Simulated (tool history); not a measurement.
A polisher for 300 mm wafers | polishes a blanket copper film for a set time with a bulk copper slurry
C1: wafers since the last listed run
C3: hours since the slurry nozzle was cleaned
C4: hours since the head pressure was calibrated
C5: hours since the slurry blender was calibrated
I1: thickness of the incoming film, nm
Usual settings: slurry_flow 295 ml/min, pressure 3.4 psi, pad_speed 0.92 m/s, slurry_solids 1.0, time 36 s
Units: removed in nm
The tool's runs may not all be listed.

run 1 hour=0.0 | slurry_flow=295 pressure=4.1 pad_speed=0.92 slurry_solids=1.0 time=45 | C1=0 wafers_polished_on_this_pad=741 C3=370.2 C4=515.2 C5=466.5 | I1=2701.3 | removed=458.1
-- hour=18.3 worn pad replaced by a new one
run 2 hour=18.8 | slurry_flow=295 pressure=4.1 pad_speed=0.92 slurry_solids=1.0 time=45 | C1=206 wafers_polished_on_this_pad=6 C3=389.0 C4=534.0 C5=485.3 | I1=2727.0 | removed=470.2
run 3 hour=28.2 | slurry_flow=295 pressure=4.1 pad_speed=0.92 slurry_solids=1.0 time=45 | C1=130 wafers_polished_on_this_pad=137 C3=398.4 C4=543.4 C5=494.7 | I1=2661.2 | removed=472.5
run 4 hour=34.8 | slurry_flow=295 pressure=2.5 pad_speed=0.92 slurry_solids=1.0 time=36 | C1=91 wafers_polished_on_this_pad=229 C3=405.0 C4=550.0 C5=501.3 | I1=2696.1 | removed=246.6
run 5 hour=49.4 | slurry_flow=350 pressure=4.3 pad_speed=0.92 slurry_solids=1.0 time=36 | C1=203 wafers_polished_on_this_pad=432 C3=419.6 C4=564.6 C5=515.9 | I1=2697.0 | removed=393.9
-- hour=54.5 slurry blender recalibrated
run 6 hour=57.6 | slurry_flow=295 pressure=3.4 pad_speed=0.92 slurry_solids=1.0 time=36 | C1=86 wafers_polished_on_this_pad=519 C3=427.8 C4=572.8 C5=3.1 | I1=2724.3 | removed=317.0
run 7 hour=72.9 | slurry_flow=295 pressure=3.4 pad_speed=0.92 slurry_solids=1.0 time=36 | C1=213 wafers_polished_on_this_pad=732 C3=443.1 C4=588.1 C5=18.4 | I1=2708.3 | removed=313.3
-- hour=85.0 worn pad replaced by a new one
run 8 hour=85.5 | slurry_flow=295 pressure=3.4 pad_speed=0.92 slurry_solids=1.0 time=36 | C1=119 wafers_polished_on_this_pad=7 C3=455.7 C4=600.7 C5=31.0 | I1=2640.6 | removed=325.5
run 9 hour=96.0 | slurry_flow=295 pressure=3.4 pad_speed=0.92 slurry_solids=1.0 time=36 | C1=146 wafers_polished_on_this_pad=153 C3=466.2 C4=611.2 C5=41.5 | I1=2716.9 | removed=316.8
run 10 hour=112.4 | slurry_flow=295 pressure=3.4 pad_speed=0.92 slurry_solids=1.0 time=36 | C1=228 wafers_polished_on_this_pad=382 C3=482.6 C4=627.6 C5=57.9 | I1=2673.2 | removed=313.1
-- hour=118.3 head pressure recalibrated
run 11 hour=119.5 | slurry_flow=235 pressure=3.4 pad_speed=0.92 slurry_solids=0.8 time=36 | C1=71 wafers_polished_on_this_pad=453 C3=489.7 C4=1.2 C5=65.0 | I1=2643.9 | removed=297.9
-- hour=126.6 slurry nozzle cleaned
run 12 hour=127.9 | slurry_flow=190 pressure=3.0 pad_speed=0.92 slurry_solids=1.0 time=26 | C1=103 wafers_polished_on_this_pad=556 C3=1.3 C4=9.6 C5=73.4 | I1=2680.5 | removed=196.8
run 13 hour=137.6 | slurry_flow=355 pressure=2.3 pad_speed=0.80 slurry_solids=1.0 time=36 | C1=135 wafers_polished_on_this_pad=691 C3=11.0 C4=19.3 C5=83.1 | I1=2657.7 | removed=195.3
-- hour=149.9 worn pad replaced by a new one
run 14 hour=150.4 | slurry_flow=295 pressure=3.0 pad_speed=1.14 slurry_solids=1.0 time=36 | C1=122 wafers_polished_on_this_pad=6 C3=23.8 C4=32.1 C5=95.9 | I1=2719.8 | removed=364.0
run 15 hour=160.4 | slurry_flow=375 pressure=3.4 pad_speed=0.92 slurry_solids=1.0 time=36 | C1=139 wafers_polished_on_this_pad=145 C3=33.8 C4=42.1 C5=105.9 | I1=2643.9 | removed=328.6
run 16 hour=176.0 | slurry_flow=295 pressure=4.1 pad_speed=0.92 slurry_solids=1.0 time=45 | C1=217 wafers_polished_on_this_pad=362 C3=49.4 C4=57.7 C5=121.5 | I1=2674.1 | removed=470.6

5 ways to go on from here, each from the tool as it stands after run 16. What would each give?
run A hour=176.4 | slurry_flow=295 pressure=3.4 pad_speed=0.92 slurry_solids=1.0 time=36 | C1=5 wafers_polished_on_this_pad=368 C3=49.8 C4=58.1 C5=121.9 | I1=2722.4 | removed=?
run B hour=176.4 | slurry_flow=295 pressure=3.4 pad_speed=0.72 slurry_solids=1.0 time=36 | C1=5 wafers_polished_on_this_pad=368 C3=49.8 C4=58.1 C5=121.9 | I1=2722.4 | removed=?
run C hour=176.4 | slurry_flow=295 pressure=3.4 pad_speed=0.80 slurry_solids=0.9 time=30 | C1=5 wafers_polished_on_this_pad=368 C3=49.8 C4=58.1 C5=121.9 | I1=2722.4 | removed=?
run D hour=176.4 | slurry_flow=200 pressure=3.9 pad_speed=1.06 slurry_solids=1.0 time=43 | C1=5 wafers_polished_on_this_pad=368 C3=49.8 C4=58.1 C5=121.9 | I1=2722.4 | removed=?
run E hour=176.4 | slurry_flow=255 pressure=3.4 pad_speed=0.92 slurry_solids=1.0 time=43 | C1=5 wafers_polished_on_this_pad=368 C3=49.8 C4=58.1 C5=121.9 | I1=2722.4 | removed=?

run=A removed=316.2
run=B removed=247.5
run=C removed=224.9
run=D removed=477.0
run=E removed=373.8
Without the tool's hidden state the same runs would have given:
run=A removed=320.2
run=B removed=250.6
run=C removed=227.7
run=D removed=483.0
run=E removed=378.5
